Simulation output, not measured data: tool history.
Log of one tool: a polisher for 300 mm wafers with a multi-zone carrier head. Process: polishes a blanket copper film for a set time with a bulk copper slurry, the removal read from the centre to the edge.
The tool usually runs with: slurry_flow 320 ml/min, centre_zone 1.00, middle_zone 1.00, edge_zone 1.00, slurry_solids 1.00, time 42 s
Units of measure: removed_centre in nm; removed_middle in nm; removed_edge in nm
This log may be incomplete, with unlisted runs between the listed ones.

run   hour  slurry_flow  centre_zone  middle_zone  edge_zone  slurry_solids  time  wafers since the last listed run  wafers polished on this pad  hours since the slurry nozzle was cleaned  hours since the centre zone pressure was calibrated  hours since the edge zone pressure was calibrated  hours since the carrier head's membrane was replaced  incoming thickness of the incoming film, nm  removed_centre  removed_middle  removed_edge
  1    0.0          320         1.00         1.00       1.06           1.00    42                                 0                         1948                                      516.0                                                700.0                                              277.3                                                 660.2                                       2252.5           576.8           516.4         543.7
       8.3  -- worn pad replaced by a new one
  2   32.9          320         1.00         1.00       1.06           1.00    42                               382                          325                                      548.9                                                732.9                                              310.2                                                 693.1                                       2277.1           572.5           518.6         541.2
  3   46.5          320         1.00         1.00       1.00           1.10    42                               180                          505                                      562.5                                                746.5                                              323.8                                                 706.7                                       2262.7           584.9           518.1         541.8
  4   59.3          320         1.00         1.00       1.00           1.10    42                               169                          675                                      575.3                                                759.3                                              336.6                                                 719.5                                       2270.8           589.3           538.3         543.8
  5   80.7          320         1.00         1.00       1.00           1.10    42                               283                          958                                      596.7                                                780.7                                              358.0                                                 740.9                                       2267.1           590.7           543.2         541.0
  6  102.4          320         1.00         1.00       1.00           1.00    42                               287                         1246                                      618.4                                                802.4                                              379.7                                                 762.6                                       2281.4           574.8           519.1         523.8
     132.9  -- worn pad replaced by a new one
  7  133.4          285         1.00         1.00       1.00           1.00    42                               357                            6                                      649.4                                                833.4                                              410.7                                                 793.6                                       2248.8           576.7           519.9         532.2
  8  146.5          320         1.00         1.00       1.00           1.00    28                               173                          179                                      662.5                                                846.5                                              423.8                                                 806.7                                       2258.3           382.9           340.3         352.8
     165.0  -- centre zone pressure recalibrated
  9  180.5          320         1.00         1.00       1.00           1.00    42                               423                          603                                      696.5                                                 15.5                                              457.8                                                 840.7                                       2287.0           531.1           519.1         535.3
 10  213.6          320         1.12         1.00       1.00           1.25    42                               438                         1041                                      729.6                                                 48.6                                              490.9                                                 873.8                                       2246.9           623.9           545.2         553.5
     216.4  -- slurry nozzle cleaned
 11  244.7          255         0.90         1.00       1.06           1.00    42                               398                         1440                                       28.3                                                 79.7                                              522.0                                                 904.9                                       2281.8           471.4           508.0         533.5
 12  260.4          320         1.00         1.00       1.00           1.00    42                               207                         1648                                       44.0                                                 95.4                                              537.7                                                 920.6                                       2290.3           536.5           526.8         532.7
     266.1  -- carrier head's membrane replaced by a new one
     280.3  -- edge zone pressure recalibrated
     290.5  -- worn pad replaced by a new one
 13  292.0          320         1.00         1.00       1.00           1.00    42                               272                           19                                       75.6                                                127.0                                               11.7                                                  25.9                                       2300.8           540.7           510.9         529.2
 14  310.0          320         1.00         1.00       1.00           1.00    51                               238                          257                                       93.6                                                145.0                                               29.7                                                  43.9                                       2275.1           657.5           631.5         645.5
 15  325.5          320         1.00         1.09       1.00           1.00    42                               205                          463                                      109.1                                                160.5                                               45.2                                                  59.4                                       2285.9           547.0           552.7         524.5
 16  359.3          320         1.04         1.00       1.00           1.00    42                               447                          910                                      142.9                                                194.3                                               79.0                                                  93.2                                       2297.8           575.8           516.4         526.9
 17  387.5          320         0.95         0.96       1.00           1.30    38                               373                         1284                                      171.1                                                222.5                                              107.2                                                 121.4                                       2250.7           493.0           487.0         504.4
 18  399.6          285         1.00         0.92       0.92           1.00    42                               160                         1444                                      183.2                                                234.6                                              119.3                                                 133.5                                       2222.8           550.5           489.9         510.3
 19  414.2          320         1.00         1.00       1.00           1.00    35                               193                         1637                                      197.8                                                249.2                                              133.9                                                 148.1                                       2268.8           463.1           444.0         442.0
 20  434.0          320         1.00         1.04       1.00           0.90    42                               262                         1899                                      217.6                                                269.0                                              153.7                                                 167.9                                       2253.5           545.1           525.6         522.2
     450.3  -- worn pad replaced by a new one
 21  459.5          290         1.00         1.08       1.03           1.10    42                               284                          122                                      243.1                                                294.5                                              179.2                                                 193.4                                       2267.8           562.3           547.7         544.1
 22  487.2          415         1.00         1.00       1.00           1.00    42                               366                          488                                      270.8                                                322.2                                              206.9                                                 221.1                                       2289.6           571.9           526.9         541.2

Each row is a separate what-if for the run after 22, all from the same tool condition, not one after another. Results?
  A  487.6          320         1.00         1.00       1.00           1.00    42                                 5                          494                                      271.2                                                322.6                                              207.3                                                 221.5                                       2230.9               ?               ?             ?
  B  487.6          320         1.00         1.05       1.00           1.20    42                                 5                          494                                      271.2                                                322.6                                              207.3                                                 221.5                                       2230.9               ?               ?             ?
  C  487.6          320         1.00         1.00       0.92           1.00    42                                 5                          494                                      271.2                                                322.6                                              207.3                                                 221.5                                       2230.9               ?               ?             ?

run  removed_centre  removed_middle  removed_edge
  A           563.1           516.3         535.2
  B           583.0           549.3         553.7
  C           563.1           516.4         517.3
With the hidden condition removed and each run's random variation left untouched, the same runs would have given:
run  removed_centre  removed_middle  removed_edge
  A           523.2           516.5         535.2
  B           541.6           549.5         553.7
  C           523.2           516.6         517.3
